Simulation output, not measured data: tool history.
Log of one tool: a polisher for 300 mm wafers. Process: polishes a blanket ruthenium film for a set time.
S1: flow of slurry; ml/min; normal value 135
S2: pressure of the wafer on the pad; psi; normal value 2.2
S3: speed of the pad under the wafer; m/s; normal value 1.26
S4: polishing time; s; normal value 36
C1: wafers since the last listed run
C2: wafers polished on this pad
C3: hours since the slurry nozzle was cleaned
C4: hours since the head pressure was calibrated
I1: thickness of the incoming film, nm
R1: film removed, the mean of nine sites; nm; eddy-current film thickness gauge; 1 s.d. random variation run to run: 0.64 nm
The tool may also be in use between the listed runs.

run 1 day=0.000 | S1=135 S2=2.2 S3=1.26 S4=36 | C1=0 C2=258 C3=504.5 C4=1118.0 | I1=625.0 | R1=43.7
run 2 day=0.688 | S1=170 S2=2.2 S3=1.26 S4=36 | C1=193 C2=452 C3=521.0 C4=1134.5 | I1=608.5 | R1=45.0
run 3 day=1.188 | S1=135 S2=2.2 S3=1.26 S4=36 | C1=140 C2=593 C3=533.0 C4=1146.5 | I1=623.6 | R1=43.9
run 4 day=1.525 | S1=150 S2=2.2 S3=1.26 S4=40 | C1=95 C2=688 C3=541.1 C4=1154.6 | I1=622.3 | R1=50.4
run 5 day=2.238 | S1=150 S2=2.2 S3=1.26 S4=40 | C1=200 C2=889 C3=558.2 C4=1171.7 | I1=625.1 | R1=48.1
run 6 day=2.783 | S1=135 S2=2.2 S3=1.26 S4=36 | C1=153 C2=1043 C3=571.3 C4=1184.8 | I1=632.5 | R1=43.1
-- day=3.267 worn pad replaced by a new one
-- day=3.267 slurry nozzle cleaned
run 7 day=3.288 | S1=135 S2=2.2 S3=1.26 S4=36 | C1=129 C2=5 C3=0.5 C4=1196.9 | I1=615.3 | R1=39.1
run 8 day=3.812 | S1=135 S2=2.7 S3=1.26 S4=36 | C1=148 C2=153 C3=13.1 C4=1209.5 | I1=607.3 | R1=48.2
run 9 day=4.104 | S1=135 S2=2.7 S3=1.26 S4=36 | C1=82 C2=235 C3=20.1 C4=1216.5 | I1=611.5 | R1=47.1
run 10 day=4.788 | S1=135 S2=2.2 S3=1.26 S4=36 | C1=192 C2=428 C3=36.5 C4=1232.9 | I1=622.4 | R1=39.7
-- day=5.483 worn pad replaced by a new one, repeated, since the last time left the tool worse
run 11 day=5.533 | S1=135 S2=2.0 S3=0.86 S4=24 | C1=163 C2=14 C3=54.4 C4=1250.8 | I1=620.8 | R1=18.7
run 12 day=5.829 | S1=100 S2=2.2 S3=1.26 S4=36 | C1=83 C2=98 C3=61.5 C4=1257.9 | I1=619.3 | R1=42.9
run 13 day=6.200 | S1=135 S2=2.2 S3=1.48 S4=26 | C1=104 C2=202 C3=70.4 C4=1266.8 | I1=628.2 | R1=37.9
run 14 day=6.562 | S1=160 S2=2.2 S3=0.98 S4=28 | C1=102 C2=304 C3=79.1 C4=1275.5 | I1=610.2 | R1=27.3
run 15 day=6.912 | S1=135 S2=2.2 S3=1.26 S4=36 | C1=98 C2=403 C3=87.5 C4=1283.9 | I1=621.0 | R1=44.0
run 16 day=7.588 | S1=95 S2=2.2 S3=1.14 S4=36 | C1=190 C2=593 C3=103.7 C4=1300.1 | I1=620.7 | R1=37.4
-- day=8.083 head pressure recalibrated
run 17 day=8.104 | S1=170 S2=2.5 S3=1.54 S4=32 | C1=122 C2=715 C3=116.1 C4=0.5 | I1=608.6 | R1=55.0
run 18 day=8.400 | S1=135 S2=2.2 S3=1.26 S4=36 | C1=83 C2=799 C3=123.2 C4=7.6 | I1=623.3 | R1=42.8
-- day=9.167 worn pad replaced by a new one
run 19 day=9.271 | S1=115 S2=2.8 S3=1.26 S4=36 | C1=198 C2=29 C3=144.1 C4=28.5 | I1=619.5 | R1=55.6
run 20 day=9.817 | S1=165 S2=2.2 S3=1.26 S4=26 | C1=153 C2=183 C3=157.2 C4=41.6 | I1=616.8 | R1=32.8
run 21 day=10.292 | S1=135 S2=2.6 S3=1.26 S4=26 | C1=133 C2=317 C3=168.6 C4=53.0 | I1=617.0 | R1=37.2

Below are 3 alternative next runs, each starting from the tool's condition after run 21. Predict each:
run A day=10.308 | S1=135 S2=2.2 S3=1.08 S4=36 | C1=4 C2=322 C3=169.0 C4=53.4 | I1=628.5 | R1=?
run B day=10.308 | S1=150 S2=2.2 S3=1.46 S4=36 | C1=4 C2=322 C3=169.0 C4=53.4 | I1=628.5 | R1=?
run C day=10.308 | S1=110 S2=2.2 S3=1.26 S4=36 | C1=4 C2=322 C3=169.0 C4=53.4 | I1=628.5 | R1=?

run=A R1=38.0
run=B R1=52.1
run=C R1=43.3
With the hidden condition removed and each run's random variation left untouched, the same runs would have given:
run=A R1=39.0
run=B R1=53.3
run=C R1=44.4
